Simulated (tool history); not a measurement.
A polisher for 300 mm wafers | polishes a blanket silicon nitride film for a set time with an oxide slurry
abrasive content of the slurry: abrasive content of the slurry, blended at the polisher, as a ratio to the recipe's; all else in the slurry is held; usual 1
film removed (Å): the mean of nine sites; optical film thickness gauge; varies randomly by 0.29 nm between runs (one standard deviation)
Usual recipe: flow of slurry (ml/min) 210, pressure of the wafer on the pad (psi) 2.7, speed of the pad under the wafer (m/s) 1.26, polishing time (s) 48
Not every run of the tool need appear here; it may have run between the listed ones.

run	hour	flow of slurry (ml/min)	pressure of the wafer on the pad (psi)	speed of the pad under the wafer (m/s)	abrasive content of the slurry	polishing time (s)	incoming thickness of the incoming film, nm	film removed (Å)
1	0	210	3	1.48	1	48	501.9	392
# hour 72.6: conditioning disc replaced and pad reconditioned
# hour 121: slurry blender recalibrated
2	177.5	210	3	1.48	1	48	491.6	400
# hour 196.9: worn pad replaced by a new one
3	221.4	210	3	1.48	1	48	500.5	399
4	269.5	210	2.7	1.26	1	48	506.4	320
5	331.7	210	2.7	1.26	1	48	500.9	323
# hour 368.8: conditioning disc replaced and pad reconditioned
# hour 428.5: slurry blender recalibrated
# hour 515.8: slurry nozzle cleaned
# hour 548.2: worn pad replaced by a new one
6	551	210	2.7	1.26	1	48	504.4	355
# hour 569.7: head pressure recalibrated
7	606.1	210	2.7	1.26	1	48	495.7	326
8	654.5	210	2.7	1.26	1	48	500.1	329
# hour 735: conditioning disc replaced and pad reconditioned
# hour 774.2: slurry blender recalibrated
# hour 925.6: worn pad replaced by a new one
9	928.5	210	2.7	1.26	1	48	488.7	327
10	975.1	260	2.7	1.08	1	60	494.7	372
# hour 1078.9: slurry blender recalibrated
11	1079.8	210	2.7	1.58	1	34	504.4	280
# hour 1104.6: conditioning disc replaced and pad reconditioned
12	1134.5	210	2.7	1.26	1	48	500.5	331
13	1213.2	165	2	1.26	1.15	57	501.1	333
# hour 1233.1: worn pad replaced by a new one
14	1249.5	210	2.7	0.96	1.1	48	507.9	281
15	1305.9	210	2.7	1.58	1	31	498.5	264
# hour 1335.7: head pressure recalibrated
16	1378.9	210	3.5	1.08	1.2	35	504.3	258
# hour 1381.1: slurry nozzle cleaned
# hour 1401.4: slurry blender recalibrated
17	1454.2	140	2.7	0.86	0.8	48	502.3	207
# hour 1483.4: conditioning disc replaced and pad reconditioned
18	1549.5	210	2.7	1.26	1	58	493.5	405
# hour 1574: worn pad replaced by a new one
19	1655.9	210	2.7	1.26	1	48	501	332

Branching from run 19: 4 alternative next runs. What would each branch give?
A	1656.3	210	2.7	1.26	1	48	506.5	?
B	1656.3	210	3.4	1.52	1	48	506.5	?
C	1656.3	210	2.7	1.26	1.3	61	506.5	?
D	1656.3	210	1.9	1.56	0.75	60	506.5	?

run	film removed (Å)
A	332
B	446
C	467
D	358
Had the tool no hidden state, the same runs would have come out as:
run	film removed (Å)
A	332
B	446
C	468
D	358
